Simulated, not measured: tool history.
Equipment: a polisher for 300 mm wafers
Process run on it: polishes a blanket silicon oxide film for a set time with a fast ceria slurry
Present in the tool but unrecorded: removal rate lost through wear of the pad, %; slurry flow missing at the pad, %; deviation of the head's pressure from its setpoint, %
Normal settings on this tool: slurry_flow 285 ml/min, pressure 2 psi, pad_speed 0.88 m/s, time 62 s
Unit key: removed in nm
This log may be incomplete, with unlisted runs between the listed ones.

run	hour	slurry_flow	pressure	pad_speed	time	wafers since the last listed run	wafers polished on this pad	hours since the slurry nozzle was cleaned	hours since the head pressure was calibrated	incoming thickness of the incoming film, nm	removed
1	0	285	2	0.88	62	0	94	308.5	451.8	2161.6	725.4
2	16.1	285	2	0.88	62	149	244	324.6	467.9	2182.3	736.5
3	36.1	285	2	0.88	62	186	430	344.6	487.9	2212.9	736.2
4	45.2	285	2	0.88	62	84	515	353.7	497	2171.5	738.5
5	52.4	285	2	0.88	62	67	582	360.9	504.2	2185.5	736.5
6	64.1	285	2	0.88	62	108	691	372.6	515.9	2155.9	746.5
7	78.7	285	2	0.88	62	135	827	387.2	530.5	2185.9	741.8
8	120.5	285	1.7	0.88	62	389	1216	429	572.3	2196.2	648.2
9	127.1	285	1.7	0.88	62	61	1278	435.6	578.9	2190.3	641.8
# hour 143.2: worn pad replaced by a new one
10	143.7	285	2	0.88	62	117	4	452.2	595.5	2160.9	743
11	156	285	2	0.88	62	114	118	464.5	607.8	2174.9	753.6
12	163	285	2	0.88	62	65	183	471.5	614.8	2173.5	754.5
13	171.2	285	2.2	0.88	62	76	260	479.7	623	2147.9	798.6
14	223.5	285	2	0.88	62	486	747	532	675.3	2200.5	740.7
15	230.4	195	2	0.88	62	64	811	538.9	682.2	2187.6	715.1
16	240.9	285	2	0.88	62	97	909	549.4	692.7	2204.4	737.8
17	258.4	285	1.5	0.88	45	162	1072	566.9	710.2	2164.9	419.6
18	269.9	285	2	0.8	62	107	1179	578.4	721.7	2194.4	682.4
# hour 272.1: slurry nozzle cleaned
19	287.6	285	2	0.66	71	155	1334	15.5	739.4	2181.3	639
# hour 294.3: head pressure recalibrated
# hour 295.2: worn pad replaced by a new one
20	296	285	2	1.06	62	51	7	23.9	1.7	2217.6	927.4
21	313.4	285	2	0.68	52	162	169	41.3	19.1	2184.6	501.4
22	322.5	285	1.5	0.66	54	84	253	50.4	28.2	2203.7	390.6
23	337.9	285	2	0.88	62	143	397	65.8	43.6	2172.9	778.2
24	348.4	285	2	1	46	97	494	76.3	54.1	2209.9	650.5
25	394.5	285	2	0.88	62	429	924	122.4	100.2	2202	781.7
26	404.3	230	1.6	0.98	45	91	1015	132.2	110	2172.4	508.8
27	410.5	285	2	0.88	62	57	1073	138.4	116.2	2214.8	779.1
28	417.2	205	2.4	0.88	55	62	1135	145.1	122.9	2216.1	780.8
# hour 427.6: worn pad replaced by a new one
29	428.1	285	1.4	0.66	62	64	4	156	133.8	2207.6	428.4
# hour 437.4: head pressure recalibrated, repeated, since the last time left the tool worse
30	437.9	185	2	0.88	62	72	77	165.8	0.5	2235.6	690.3
31	448.1	285	2	0.88	62	94	172	176	10.7	2160.9	712.3
32	461.7	285	2.4	0.88	62	126	298	189.6	24.3	2240.1	848.4
33	478.3	285	1.4	0.88	62	154	453	206.2	40.9	2183.4	525.6
34	488.7	285	2	0.88	62	96	550	216.6	51.3	2174.3	727.6
35	502	285	2.2	0.62	62	123	674	229.9	64.6	2145.6	550.6
36	509.8	285	1.7	0.98	62	72	746	237.7	72.4	2174.2	688.3
37	525.9	285	2	0.78	62	149	896	253.8	88.5	2163.5	636.5

How the hidden state differs across the entries between the runs, from the last listed run before each to the first after it:
After run 9, before run 10: worn pad replaced by a new one (hour 143.2)
  deviation of the head's pressure from its setpoint, %: 4.95 -> 5.07
  measured result minus the result with no hidden state, removed: +27.2 -> +32.2 nm
After run 18, before run 19: slurry nozzle cleaned (hour 272.1)
  deviation of the head's pressure from its setpoint, %: 6 -> 6.13
  measured result minus the result with no hidden state, removed: +34.7 -> +33.2 nm
After run 19, before run 20: head pressure recalibrated (hour 294.3); worn pad replaced by a new one (hour 295.2)
  deviation of the head's pressure from its setpoint, %: 6.13 -> 9.91
  measured result minus the result with no hidden state, removed: +33.2 -> +75.5 nm
After run 28, before run 29: worn pad replaced by a new one (hour 427.6)
  deviation of the head's pressure from its setpoint, %: 10.8 -> 10.9
  measured result minus the result with no hidden state, removed: +68.7 -> +38 nm
After run 29, before run 30: head pressure recalibrated, repeated, since the last time left the tool worse (hour 437.4)
  deviation of the head's pressure from its setpoint, %: 10.9 -> 0.497
  measured result minus the result with no hidden state, removed: +38 -> +3 nm
